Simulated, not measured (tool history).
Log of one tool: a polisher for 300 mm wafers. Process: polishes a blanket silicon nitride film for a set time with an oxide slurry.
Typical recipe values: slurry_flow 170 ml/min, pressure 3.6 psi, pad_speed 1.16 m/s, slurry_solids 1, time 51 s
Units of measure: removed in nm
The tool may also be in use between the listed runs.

run	day	slurry_flow	pressure	pad_speed	slurry_solids	time	wafers since the last listed run	wafers polished on this pad	hours since the slurry nozzle was cleaned	hours since the head pressure was calibrated	hours since the slurry blender was calibrated	hours since the conditioning disc was replaced	incoming thickness of the incoming film, nm	removed
1	0	170	3.6	1.16	1.05	51	0	5079	115.5	967.8	87.3	172.4	428.5	38
2	1.704	170	3.6	1.16	1.05	51	523	5603	156.4	1008.7	128.2	213.3	433	36.5
3	6.042	170	3.6	1.16	1	51	1333	6937	260.5	1112.8	232.3	317.4	425	34.2
# day 7.642: worn pad replaced by a new one
4	9.512	170	3.6	1.16	1	51	1015	575	343.8	1196.1	315.6	400.7	427.6	32.7
5	11.725	150	3.6	1.16	0.9	51	680	1255	396.9	1249.2	368.7	453.8	439	29.2
6	13.521	170	3.6	1.16	1	51	552	1807	440	1292.3	411.8	496.9	433.7	32.3
# day 16.546: conditioning disc replaced and pad reconditioned
7	16.979	170	3.6	1.16	1	42	1037	2845	523	1375.3	494.8	10.4	434.5	28.6
# day 19.05: slurry blender recalibrated
# day 19.2: head pressure recalibrated
8	19.783	125	3.6	1.48	1	51	810	3656	590.3	14	17.6	77.7	433.4	45.7
9	23.808	170	3.6	1.16	1	51	1237	4894	686.9	110.6	114.2	174.3	434.3	37.8
# day 27.588: slurry nozzle cleaned
10	28.475	170	3.6	1.16	1	51	1422	6316	21.3	222.6	226.2	286.3	432.3	36.3
# day 30.762: worn pad replaced by a new one
11	30.838	200	3.6	0.9	1	66	675	22	78	279.3	282.9	343	433.2	40
12	33.896	170	3.6	1.16	1	51	940	962	151.4	352.7	356.3	416.4	424.7	34.9
13	36.538	155	3.6	1.02	1	51	812	1775	214.8	416.1	419.7	479.8	429.6	31.2
# day 39.533: slurry blender recalibrated
14	40.067	185	3.6	1.16	1	51	1059	2834	299.5	500.8	12.8	564.5	432.2	32.8
# day 40.75: conditioning disc replaced and pad reconditioned
15	43.188	170	4.1	1.16	0.7	51	933	3768	374.4	575.7	87.7	58.5	425.5	29.3
16	45.321	150	3.6	1.16	0.9	51	655	4424	425.6	626.9	138.9	109.7	432.5	32.9
17	48.946	170	3.6	1.16	1	44	1114	5539	512.6	713.9	225.9	196.7	431.5	32
# day 51.804: worn pad replaced by a new one
18	51.892	140	4.5	1.02	1	34	854	27	583.3	784.6	296.6	267.4	425.8	26
19	54.262	170	3.6	1.16	1.05	51	728	756	640.2	841.5	353.5	324.3	430.9	35.7
20	57.883	155	3.6	0.88	1	51	1113	1869	727.1	928.4	440.4	411.2	433.8	27.3
# day 58.254: slurry nozzle cleaned
# day 59.55: slurry blender recalibrated
21	60.192	170	4.4	1.32	1.1	51	671	2540	46.5	983.8	15.4	466.6	425.9	46
22	62.854	130	4.8	1.16	1	51	818	3359	110.4	1047.7	79.3	530.5	420.3	39.9
# day 64.021: conditioning disc replaced and pad reconditioned
23	65.096	170	3.6	1.16	1	56	663	4023	164.2	1101.5	133.1	25.8	432.3	40
24	66.812	170	3.6	1.16	1	51	527	4551	205.4	1142.7	174.3	67	436	36.6
25	70.742	170	2.7	1.02	1	51	1208	5759	299.7	1237	268.6	161.3	436	24.5
# day 73.204: worn pad replaced by a new one
26	73.225	170	3.6	0.92	1	51	712	6	359.3	1296.6	328.2	220.9	430.7	29

Predict each of these 3 candidate next runs independently; none follows another, all start after run 26:
A	73.242	170	3.6	1.16	1.15	51	5	11	359.7	1297	328.6	221.3	420.9	?
B	73.242	185	3.6	1.16	1	38	5	11	359.7	1297	328.6	221.3	420.9	?
C	73.242	170	3.6	0.96	1	51	5	11	359.7	1297	328.6	221.3	420.9	?

run	removed
A	38.1
B	26.1
C	29.8
The same runs, with their run-to-run variation unchanged, on a tool lacking any hidden condition would have given:
run	removed
A	43.3
B	29.7
C	33.8

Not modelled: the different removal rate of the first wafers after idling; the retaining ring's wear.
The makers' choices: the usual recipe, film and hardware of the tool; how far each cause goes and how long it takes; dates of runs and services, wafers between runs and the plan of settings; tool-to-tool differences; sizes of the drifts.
